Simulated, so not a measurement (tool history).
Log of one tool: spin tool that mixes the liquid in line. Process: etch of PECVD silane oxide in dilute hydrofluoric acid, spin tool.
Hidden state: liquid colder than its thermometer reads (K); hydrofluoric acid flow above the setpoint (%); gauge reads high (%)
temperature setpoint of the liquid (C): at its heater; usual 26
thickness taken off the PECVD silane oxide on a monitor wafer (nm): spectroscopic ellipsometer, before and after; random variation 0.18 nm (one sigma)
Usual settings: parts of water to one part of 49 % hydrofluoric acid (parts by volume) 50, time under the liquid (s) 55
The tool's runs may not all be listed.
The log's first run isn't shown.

run   hour  temperature setpoint of the liquid (C)  parts of water to one part of 49 % hydrofluoric acid (parts by volume)  time under the liquid (s)  wafers since the last listed run  hours since the thermometer was replaced  hours since the hydrofluoric acid flow meter was replaced  hours since the gauge calibration  read-back film thickness of the PECVD silane oxide reference wafer, read on the same gauge (nm)  thickness taken off the PECVD silane oxide on a monitor wafer (nm)
  2   19.3                                      26                                                                      50                         55                               257                                     524.4                                                      219.7                              811.4                                                                                            69.99                                                               34.86
  3   44.8                                      26                                                                      50                         55                               339                                     549.9                                                      245.2                              836.9                                                                                            69.97                                                               34.45
  4     67                                      26                                                                      50                         55                               295                                     572.1                                                      267.4                              859.1                                                                                            69.95                                                               34.57
  5   93.8                                      26                                                                      50                         55                               356                                     598.9                                                      294.2                              885.9                                                                                            69.99                                                               35.09
  6  112.2                                      26                                                                      50                         55                               245                                     617.3                                                      312.6                              904.3                                                                                            70.01                                                               34.69
  7  140.3                                      26                                                                      50                         55                               374                                     645.4                                                      340.7                              932.4                                                                                            70.03                                                               35.22
  8  168.2                                      26                                                                      50                         55                               371                                     673.3                                                      368.6                              960.3                                                                                               70                                                               34.81
     179.4  -- gauge calibrated
  9  187.6                                      26                                                                      50                         55                               258                                     692.7                                                        388                                8.2                                                                                            70.03                                                               35.09
     193.4  -- thermometer replaced
 10    217                                      26                                                                      50                         55                               378                                      23.6                                                      417.4                               37.6                                                                                            70.05                                                               35.08
 11  235.9                                      29                                                                      50                         55                               251                                      42.5                                                      436.3                               56.5                                                                                            70.03                                                               40.03
 12  267.8                                      29                                                                      50                         55                               424                                      74.4                                                      468.2                               88.4                                                                                            69.99                                                               39.76
 13  281.3                                      26                                                                      50                         55                               179                                      87.9                                                      481.7                              101.9                                                                                            69.99                                                               35.36
 14  300.7                                      31                                                                      50                         85                               258                                     107.3                                                      501.1                              121.3                                                                                            70.05                                                               66.86
       319  -- hydrofluoric acid flow meter replaced
 15  325.4                                      22                                                                      50                         75                               315                                       132                                                        6.4                                146                                                                                            70.03                                                                39.5
 16  358.7                                    24.5                                                                      70                         35                               443                                     165.3                                                       39.7                              179.3                                                                                            69.99                                                               14.09
 17    383                                      24                                                                      45                         30                               323                                     189.6                                                         64                              203.6                                                                                               70                                                               19.03
 18  403.8                                    30.5                                                                      25                         70                               277                                     210.4                                                       84.8                              224.4                                                                                               70                                                               107.5
 19  456.3                                    23.5                                                                      40                         20                               699                                     262.9                                                      137.3                              276.9                                                                                            69.98                                                               14.37
 20  469.2                                    21.5                                                                      50                         55                               171                                     275.8                                                      150.2                              289.8                                                                                            70.02                                                               28.27

Run 21 comes next. What will it give?
 21  491.9                                      29                                                                      70                         85                               302                                     298.5                                                      172.9                              312.5                                                                                                ?                                                                   ?

{"run 21": {"read-back film thickness of the PECVD silane oxide reference wafer, read on the same gauge (nm)": 70, "thickness taken off the PECVD silane oxide on a monitor wafer (nm)": 41.55}}
Without the tool's hidden state the same run would have given thickness taken off the PECVD silane oxide on a monitor wafer (nm) 40.39.
